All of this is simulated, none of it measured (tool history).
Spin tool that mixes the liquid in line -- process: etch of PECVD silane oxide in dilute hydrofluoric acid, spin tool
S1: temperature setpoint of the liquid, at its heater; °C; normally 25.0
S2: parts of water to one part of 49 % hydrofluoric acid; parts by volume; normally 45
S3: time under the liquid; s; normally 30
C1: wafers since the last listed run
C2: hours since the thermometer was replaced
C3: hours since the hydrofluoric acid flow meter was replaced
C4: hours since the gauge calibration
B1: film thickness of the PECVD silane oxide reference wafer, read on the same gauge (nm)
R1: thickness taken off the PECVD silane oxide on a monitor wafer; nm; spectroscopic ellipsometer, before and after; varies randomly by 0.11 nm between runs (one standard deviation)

run,day,S1,S2,S3,C1,C2,C3,C4,B1,R1
1,0.000,25.0,45,30,0,159.3,797.4,140.4,59.99,20.00
2,1.638,25.0,45,30,600,198.6,836.7,179.7,60.02,20.13
3,4.442,25.0,45,30,1027,265.9,904.0,247.0,59.99,19.86
4,7.662,25.0,45,20,1180,343.2,981.3,324.3,60.01,13.26
5,10.683,25.0,45,30,1107,415.7,1053.8,396.8,59.96,20.09
6,13.483,25.0,45,30,1026,482.9,1121.0,464.0,59.98,19.98
7,17.862,25.0,45,30,1605,588.0,1226.1,569.1,60.00,20.09
8,21.458,25.0,45,30,1317,674.3,1312.4,655.4,59.99,20.14
# day 25.267: hydrofluoric acid flow meter replaced
9,25.946,25.0,45,30,1629,782.0,16.3,763.1,60.01,21.48
10,27.796,25.0,45,30,678,826.4,60.7,807.5,59.96,21.32
11,29.438,23.0,35,30,601,865.8,100.1,846.9,60.00,25.84
12,32.054,29.5,35,40,959,928.6,162.9,909.7,60.00,44.09
# day 32.488: gauge calibrated
13,34.404,23.0,45,30,861,985.0,219.3,46.0,60.01,19.44
# day 36.225: thermometer replaced
14,36.408,25.0,45,15,719,4.4,267.4,94.1,59.98,10.15
15,44.121,25.0,45,45,2826,189.5,452.5,279.2,60.00,30.53
16,48.583,25.0,45,30,1635,296.6,559.6,386.3,59.96,20.27
17,50.433,25.0,50,40,678,341.0,604.0,430.7,60.00,24.08
18,53.617,23.5,60,15,1166,417.4,680.4,507.1,59.97,7.06

What differs in the tool's unlogged condition from the final listed run ahead of each entry between runs to the first listed run following it?
From run 8 to run 9: hydrofluoric acid flow meter replaced (day 25.267)
  liquid hotter than its thermometer reads (K): 0.914 -> 1.03; hydrofluoric acid flow below the setpoint (%): 6 -> 0.409
  the result without the hidden state subtracted from the measured one, R1: -0.58 -> +0.80 nm
From run 12 to run 13: gauge calibrated (day 32.488)
  liquid hotter than its thermometer reads (K): 1.19 -> 1.25; hydrofluoric acid flow below the setpoint (%): 1.02 -> 1.26
  the result without the hidden state subtracted from the measured one, R1: +1.58 -> +0.73 nm
From run 13 to run 14: thermometer replaced (day 36.225)
  liquid hotter than its thermometer reads (K): 1.25 -> 0.011; hydrofluoric acid flow below the setpoint (%): 1.26 -> 1.46
  the result without the hidden state subtracted from the measured one, R1: +0.73 -> -0.16 nm
